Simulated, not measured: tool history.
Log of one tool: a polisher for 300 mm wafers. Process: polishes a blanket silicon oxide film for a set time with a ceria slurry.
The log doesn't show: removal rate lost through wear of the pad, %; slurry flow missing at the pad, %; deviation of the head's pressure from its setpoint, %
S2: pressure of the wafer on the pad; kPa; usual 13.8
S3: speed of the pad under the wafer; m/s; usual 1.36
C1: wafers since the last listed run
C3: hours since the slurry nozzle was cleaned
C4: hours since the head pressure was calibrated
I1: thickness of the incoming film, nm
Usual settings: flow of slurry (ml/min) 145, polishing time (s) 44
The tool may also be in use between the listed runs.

{"run": 1, "hour": 0.0, "flow of slurry (ml/min)": 130, "S2": 16.5, "S3": 1.36, "polishing time (s)": 44, "C1": 0, "wafers polished on this pad": 1153, "C3": 89.3, "C4": 159.6, "I1": 1222.4, "film removed (nm)": 174.3}
{"run": 2, "hour": 42.8, "flow of slurry (ml/min)": 130, "S2": 16.5, "S3": 1.36, "polishing time (s)": 44, "C1": 613, "wafers polished on this pad": 1767, "C3": 132.1, "C4": 202.4, "I1": 1208.1, "film removed (nm)": 169.6}
{"run": 3, "hour": 129.1, "flow of slurry (ml/min)": 130, "S2": 16.5, "S3": 1.36, "polishing time (s)": 44, "C1": 1237, "wafers polished on this pad": 3004, "C3": 218.4, "C4": 288.7, "I1": 1222.9, "film removed (nm)": 167.0}
{"run": 4, "hour": 224.5, "flow of slurry (ml/min)": 125, "S2": 13.8, "S3": 1.36, "polishing time (s)": 54, "C1": 1367, "wafers polished on this pad": 4372, "C3": 313.8, "C4": 384.1, "I1": 1216.4, "film removed (nm)": 161.4}
{"hour": 265.2, "done": "slurry nozzle cleaned"}
{"hour": 279.0, "done": "worn pad replaced by a new one"}
{"run": 5, "hour": 319.7, "flow of slurry (ml/min)": 145, "S2": 13.8, "S3": 1.36, "polishing time (s)": 44, "C1": 1293, "wafers polished on this pad": 584, "C3": 54.5, "C4": 479.3, "I1": 1221.9, "film removed (nm)": 152.6}
{"run": 6, "hour": 423.6, "flow of slurry (ml/min)": 145, "S2": 13.8, "S3": 1.36, "polishing time (s)": 44, "C1": 1489, "wafers polished on this pad": 2073, "C3": 158.4, "C4": 583.2, "I1": 1219.0, "film removed (nm)": 147.5}
{"run": 7, "hour": 483.3, "flow of slurry (ml/min)": 145, "S2": 13.8, "S3": 1.36, "polishing time (s)": 44, "C1": 855, "wafers polished on this pad": 2929, "C3": 218.1, "C4": 642.9, "I1": 1215.7, "film removed (nm)": 145.1}
{"run": 8, "hour": 587.0, "flow of slurry (ml/min)": 145, "S2": 13.8, "S3": 1.36, "polishing time (s)": 44, "C1": 1486, "wafers polished on this pad": 4416, "C3": 321.8, "C4": 746.6, "I1": 1224.4, "film removed (nm)": 139.8}
{"hour": 607.4, "done": "worn pad replaced by a new one"}
{"run": 9, "hour": 648.5, "flow of slurry (ml/min)": 145, "S2": 15.2, "S3": 1.36, "polishing time (s)": 44, "C1": 824, "wafers polished on this pad": 588, "C3": 383.3, "C4": 808.1, "I1": 1232.7, "film removed (nm)": 163.1}
{"hour": 698.3, "done": "slurry nozzle cleaned"}
{"run": 10, "hour": 752.8, "flow of slurry (ml/min)": 145, "S2": 12.4, "S3": 1.36, "polishing time (s)": 44, "C1": 1480, "wafers polished on this pad": 2069, "C3": 54.5, "C4": 912.4, "I1": 1228.9, "film removed (nm)": 131.0}
{"run": 11, "hour": 798.9, "flow of slurry (ml/min)": 145, "S2": 16.5, "S3": 1.36, "polishing time (s)": 44, "C1": 660, "wafers polished on this pad": 2730, "C3": 100.6, "C4": 958.5, "I1": 1226.0, "film removed (nm)": 168.1}
{"hour": 888.2, "done": "worn pad replaced by a new one"}
{"run": 12, "hour": 888.7, "flow of slurry (ml/min)": 105, "S2": 11.7, "S3": 1.2, "polishing time (s)": 31, "C1": 1230, "wafers polished on this pad": 6, "C3": 190.4, "C4": 1048.3, "I1": 1216.9, "film removed (nm)": 73.8}

Forecast run 13:
{"run": 13, "hour": 927.7, "flow of slurry (ml/min)": 145, "S2": 13.8, "S3": 1.36, "polishing time (s)": 38, "C1": 559, "wafers polished on this pad": 565, "C3": 229.4, "C4": 1087.3, "I1": 1227.6, "film removed (nm)": "?"}

film removed (nm): 131.2
Without the tool's hidden state the same run would have given film removed (nm) 134.7.
